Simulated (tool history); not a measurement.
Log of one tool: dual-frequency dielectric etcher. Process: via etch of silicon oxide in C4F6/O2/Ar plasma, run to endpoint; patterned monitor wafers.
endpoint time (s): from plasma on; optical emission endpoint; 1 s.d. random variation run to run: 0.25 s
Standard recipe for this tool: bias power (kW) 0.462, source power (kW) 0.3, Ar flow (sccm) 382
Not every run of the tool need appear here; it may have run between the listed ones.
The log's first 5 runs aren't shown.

run	hour	bias power (kW)	source power (kW)	Ar flow (sccm)	incoming incoming film thickness, nm	endpoint time (s)
6	129.8	0.462	0.3	358	122.2	34.1
7	155.7	0.412	0.3	412	121.6	36.1
# hour 182.6: bias power generator calibrated
8	183.1	0.412	0.3	412	121.7	36.3
9	197.6	0.379	0.24	351	123	38.6
10	222.2	0.462	0.3	382	121.7	34.1
11	250.5	0.432	0.27	340	121.8	35
12	284.6	0.378	0.25	339	123	38
13	301.3	0.396	0.34	440	123	36.3
# hour 305.6: source power generator calibrated
14	323.7	0.358	0.3	382	122.4	37.9
15	346.4	0.462	0.27	403	123	35.4
# hour 380.4: wet clean of the chamber
16	447.7	0.394	0.3	291	122.5	35.1
# hour 470: Ar flow controller replaced
17	475.2	0.462	0.3	382	121	34.1
18	508.4	0.462	0.3	382	122.8	34.1
19	533.9	0.462	0.27	382	122.4	35.2
20	557.5	0.462	0.3	382	122.7	34.4
21	575	0.462	0.3	382	121.6	34.1
22	608.1	0.399	0.3	382	123.6	36.4
23	634	0.462	0.25	438	122.7	36.9
24	652.1	0.462	0.3	410	121.8	34.6
25	677.5	0.462	0.3	382	122.5	34
26	706.1	0.501	0.3	433	122	34
27	734.2	0.399	0.36	433	123.1	36.2
# hour 761.7: wet clean of the chamber
28	769.2	0.39	0.26	382	121.7	37.9
29	793.3	0.462	0.3	382	121.5	34.3
30	805.4	0.462	0.3	382	122.5	34.5

Branching from run 30: 3 alternative next runs. What would each branch give?
A	805.8	0.462	0.37	382	121.3	?
B	805.8	0.555	0.27	310	121.3	?
C	805.8	0.431	0.3	382	121.3	?

run	endpoint time (s)
A	32.4
B	31.2
C	34.9
The same runs, with their run-to-run variation unchanged, on a tool lacking any hidden condition would have given:
run	endpoint time (s)
A	32.4
B	31.2
C	34.9
